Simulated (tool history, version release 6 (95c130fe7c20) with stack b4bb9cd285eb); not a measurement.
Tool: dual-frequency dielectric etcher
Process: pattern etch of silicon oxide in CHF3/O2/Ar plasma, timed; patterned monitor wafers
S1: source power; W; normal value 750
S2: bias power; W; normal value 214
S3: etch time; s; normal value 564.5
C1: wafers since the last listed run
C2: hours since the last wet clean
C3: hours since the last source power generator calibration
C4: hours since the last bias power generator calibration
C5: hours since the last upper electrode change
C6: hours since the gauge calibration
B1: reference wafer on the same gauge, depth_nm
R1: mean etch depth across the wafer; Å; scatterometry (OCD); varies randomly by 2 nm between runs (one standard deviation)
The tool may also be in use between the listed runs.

run 1 hour=0 | S1=750 S2=196 S3=564.5 | C1=0 C2=300.8 C3=3948.1 C4=4955.2 C5=2278.4 C6=509.7 | B1=1260.5 | R1=13071
run 2 hour=16.1 | S1=750 S2=196 S3=564.5 | C1=31 C2=316.9 C3=3964.2 C4=4971.3 C5=2294.5 C6=525.8 | B1=1260.2 | R1=13129
run 3 hour=95.9 | S1=750 S2=214 S3=564.5 | C1=157 C2=396.7 C3=4044 C4=5051.1 C5=2374.3 C6=605.6 | B1=1260.5 | R1=13554
run 4 hour=118.2 | S1=750 S2=214 S3=564.5 | C1=44 C2=419 C3=4066.3 C4=5073.4 C5=2396.6 C6=627.9 | B1=1260.3 | R1=13605
run 5 hour=135.9 | S1=750 S2=214 S3=564.5 | C1=34 C2=436.7 C3=4084 C4=5091.1 C5=2414.3 C6=645.6 | B1=1260.2 | R1=13593
-- hour=176.8 wet clean of the chamber
run 6 hour=177.3 | S1=750 S2=214 S3=564.5 | C1=34 C2=0.5 C3=4125.4 C4=5132.5 C5=2455.7 C6=687 | B1=1260.6 | R1=13354
run 7 hour=177.8 | S1=750 S2=214 S3=564.5 | C1=0 C2=1 C3=4125.9 C4=5133 C5=2456.2 C6=687.5 | B1=1259.8 | R1=13340
run 8 hour=200 | S1=750 S2=239 S3=564.5 | C1=43 C2=23.2 C3=4148.1 C4=5155.2 C5=2478.4 C6=709.7 | B1=1259.5 | R1=13922
-- hour=204 source power generator calibrated
run 9 hour=228.6 | S1=890 S2=214 S3=564.5 | C1=48 C2=51.8 C3=24.6 C4=5183.8 C5=2507 C6=738.3 | B1=1260.5 | R1=14301
-- hour=237.5 bias power generator calibrated
run 10 hour=241.9 | S1=890 S2=214 S3=564.5 | C1=18 C2=65.1 C3=37.9 C4=4.4 C5=2520.3 C6=751.6 | B1=1260.3 | R1=14315
run 11 hour=258.2 | S1=890 S2=214 S3=564.5 | C1=32 C2=81.4 C3=54.2 C4=20.7 C5=2536.6 C6=767.9 | B1=1259.9 | R1=14286
run 12 hour=277.7 | S1=750 S2=251 S3=564.5 | C1=38 C2=100.9 C3=73.7 C4=40.2 C5=2556.1 C6=787.4 | B1=1259.8 | R1=14250
run 13 hour=296.1 | S1=750 S2=251 S3=564.5 | C1=36 C2=119.3 C3=92.1 C4=58.6 C5=2574.5 C6=805.8 | B1=1260.8 | R1=14198
-- hour=329.1 gauge calibrated
run 14 hour=331.9 | S1=750 S2=214 S3=564.5 | C1=70 C2=155.1 C3=127.9 C4=94.4 C5=2610.3 C6=2.8 | B1=1260.1 | R1=13471
run 15 hour=365.3 | S1=750 S2=251 S3=564.5 | C1=66 C2=188.5 C3=161.3 C4=127.8 C5=2643.7 C6=36.2 | B1=1259.7 | R1=14311
run 16 hour=394.7 | S1=810 S2=188 S3=564.5 | C1=58 C2=217.9 C3=190.7 C4=157.2 C5=2673.1 C6=65.6 | B1=1260.4 | R1=13294
run 17 hour=408.4 | S1=750 S2=178 S3=652 | C1=27 C2=231.6 C3=204.4 C4=170.9 C5=2686.8 C6=79.3 | B1=1259.8 | R1=14609
run 18 hour=433.2 | S1=920 S2=183 S3=722 | C1=49 C2=256.4 C3=229.2 C4=195.7 C5=2711.6 C6=104.1 | B1=1260.1 | R1=17701
run 19 hour=466.1 | S1=630 S2=172 S3=477 | C1=65 C2=289.3 C3=262.1 C4=228.6 C5=2744.5 C6=137 | B1=1260.1 | R1=9912
run 20 hour=490.4 | S1=750 S2=180 S3=397 | C1=48 C2=313.6 C3=286.4 C4=252.9 C5=2768.8 C6=161.3 | B1=1260.1 | R1=8947
run 21 hour=525.2 | S1=750 S2=253 S3=564.5 | C1=68 C2=348.4 C3=321.2 C4=287.7 C5=2803.6 C6=196.1 | B1=1259.8 | R1=14452
-- hour=549.5 upper electrode replaced
run 22 hour=554 | S1=750 S2=196 S3=564.5 | C1=9 C2=377.2 C3=350 C4=316.5 C5=4.5 C6=224.9 | B1=1260.3 | R1=13231
run 23 hour=568.2 | S1=620 S2=241 S3=731 | C1=28 C2=391.4 C3=364.2 C4=330.7 C5=18.7 C6=239.1 | B1=1259.5 | R1=17191
run 24 hour=593.9 | S1=620 S2=214 S3=564.5 | C1=50 C2=417.1 C3=389.9 C4=356.4 C5=44.4 C6=264.8 | B1=1259.9 | R1=12736
-- hour=623.6 wet clean of the chamber
run 25 hour=624.1 | S1=910 S2=242 S3=624 | C1=12 C2=0.5 C3=420.1 C4=386.6 C5=74.6 C6=295 | B1=1259.7 | R1=16593
run 26 hour=637.9 | S1=890 S2=214 S3=564.5 | C1=27 C2=14.3 C3=433.9 C4=400.4 C5=88.4 C6=308.8 | B1=1259.7 | R1=14267
run 27 hour=670.3 | S1=750 S2=253 S3=434.5 | C1=64 C2=46.7 C3=466.3 C4=432.8 C5=120.8 C6=341.2 | B1=1260.1 | R1=10933
run 28 hour=690.3 | S1=750 S2=173 S3=564.5 | C1=39 C2=66.7 C3=486.3 C4=452.8 C5=140.8 C6=361.2 | B1=1260.5 | R1=12389
run 29 hour=714.7 | S1=590 S2=214 S3=647.5 | C1=48 C2=91.1 C3=510.7 C4=477.2 C5=165.2 C6=385.6 | B1=1260.3 | R1=14035
run 30 hour=743.1 | S1=820 S2=250 S3=564.5 | C1=56 C2=119.5 C3=539.1 C4=505.6 C5=193.6 C6=414 | B1=1260.1 | R1=14700

Take each entry between the runs: how does the hidden state at the last listed run before it differ from the hidden state at the first listed run after it?
Between runs 5 and 6: wet clean of the chamber (hour 176.8)
  etch rate over this chamber's usual, %: 2.21 -> 0.299
  measured result minus the result with no hidden state, R1: +294 -> +40 Å
Between runs 8 and 9: source power generator calibrated (hour 204)
  etch rate over this chamber's usual, %: 0.414 -> 0.559
  measured result minus the result with no hidden state, R1: +57 -> +79 Å
Between runs 9 and 10: bias power generator calibrated (hour 237.5)
  etch rate over this chamber's usual, %: 0.559 -> 0.626
  measured result minus the result with no hidden state, R1: +79 -> +89 Å
Between runs 13 and 14: gauge calibrated (hour 329.1)
  etch rate over this chamber's usual, %: 0.901 -> 1.08
  measured result minus the result with no hidden state, R1: +127 -> +144 Å
Between runs 21 and 22: upper electrode replaced (hour 549.5)
  etch rate over this chamber's usual, %: 2.06 -> 2.21
  measured result minus the result with no hidden state, R1: +292 -> +286 Å
Between runs 24 and 25: wet clean of the chamber (hour 623.6)
  etch rate over this chamber's usual, %: 2.41 -> 0.335
  measured result minus the result with no hidden state, R1: +300 -> +55 Å

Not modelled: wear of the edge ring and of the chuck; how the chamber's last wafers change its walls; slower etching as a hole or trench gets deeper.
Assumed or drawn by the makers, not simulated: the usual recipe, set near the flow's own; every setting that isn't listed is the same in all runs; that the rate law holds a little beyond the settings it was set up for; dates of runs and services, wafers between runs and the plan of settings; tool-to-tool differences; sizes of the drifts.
